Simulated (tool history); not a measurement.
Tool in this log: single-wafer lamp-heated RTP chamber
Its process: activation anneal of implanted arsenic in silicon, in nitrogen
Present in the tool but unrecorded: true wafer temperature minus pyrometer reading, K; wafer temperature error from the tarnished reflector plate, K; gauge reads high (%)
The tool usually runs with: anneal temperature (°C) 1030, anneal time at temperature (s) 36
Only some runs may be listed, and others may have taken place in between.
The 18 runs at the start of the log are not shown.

run,hour,anneal temperature (°C),anneal time at temperature (s),wafers since the last listed run,wafers since the last pyrometer calibration,wafers since the reflector plate was cleaned,hours since the gauge calibration,"read-back reference wafer on the same gauge, sheet resistance",sheet resistance of the implanted and annealed layer (ohm/square)
19,484.9,1039,23,195,2312,8846,204.2,292.15,285.85
20,505.3,1015,44,155,2468,9002,224.6,292.36,285.04
# hour 519.6: reflector plate cleaned
21,528.7,1038,15,117,2586,69,248,292.29,293.3
22,549.7,1053,17,160,2746,229,269,292.03,286.93
23,564,1041,55,109,2855,339,283.3,291.97,270.95
24,582.4,1044,56,140,2996,479,301.7,292,269.94
25,601.9,1030,36,148,3144,628,321.2,292.37,281.26
26,663.6,1049,15,471,3616,1099,382.9,291.99,287.41
# hour 693.7: pyrometer window cleaned and pyrometer calibrated
27,694.2,1054,36,172,3,1272,413.5,291.79,274.58
28,725,1030,36,235,238,1507,444.3,292.17,282
29,748.2,1048,46,177,415,1684,467.5,292.09,273.71
# hour 750.8: gauge calibrated
30,761.8,1030,36,103,519,1788,11,292.27,283.81
31,781,1058,48,146,666,1934,30.2,291.66,265.6
32,796.9,1030,36,121,787,2056,46.1,292.31,281.46
33,818,1030,36,161,948,2217,67.2,292.27,283.86
34,840.5,1052,21,171,1120,2389,89.7,291.63,282.23
35,861.1,1030,57,157,1277,2546,110.3,292.2,274.24
36,876.7,1030,36,119,1396,2665,125.9,292.01,281.75

Predict each of these 5 candidate next runs independently; none follows another, all start after run 36:
A,877.1,1030,36,3,1400,2668,126.3,?,?
B,877.1,1042,36,3,1400,2668,126.3,?,?
C,877.1,1051,52,3,1400,2668,126.3,?,?
D,877.1,1030,52,3,1400,2668,126.3,?,?
E,877.1,1006,16,3,1400,2668,126.3,?,?

run,"read-back reference wafer on the same gauge, sheet resistance",sheet resistance of the implanted and annealed layer (ohm/square)
A,292.45,282.23
B,292.45,277.92
C,292.45,268.45
D,292.45,276.49
E,292.45,300.1
The same runs, with their run-to-run variation unchanged, on a tool lacking any hidden condition would have given:
run,sheet resistance of the implanted and annealed layer (ohm/square)
A,282.23
B,277.92
C,268.45
D,276.49
E,300.1
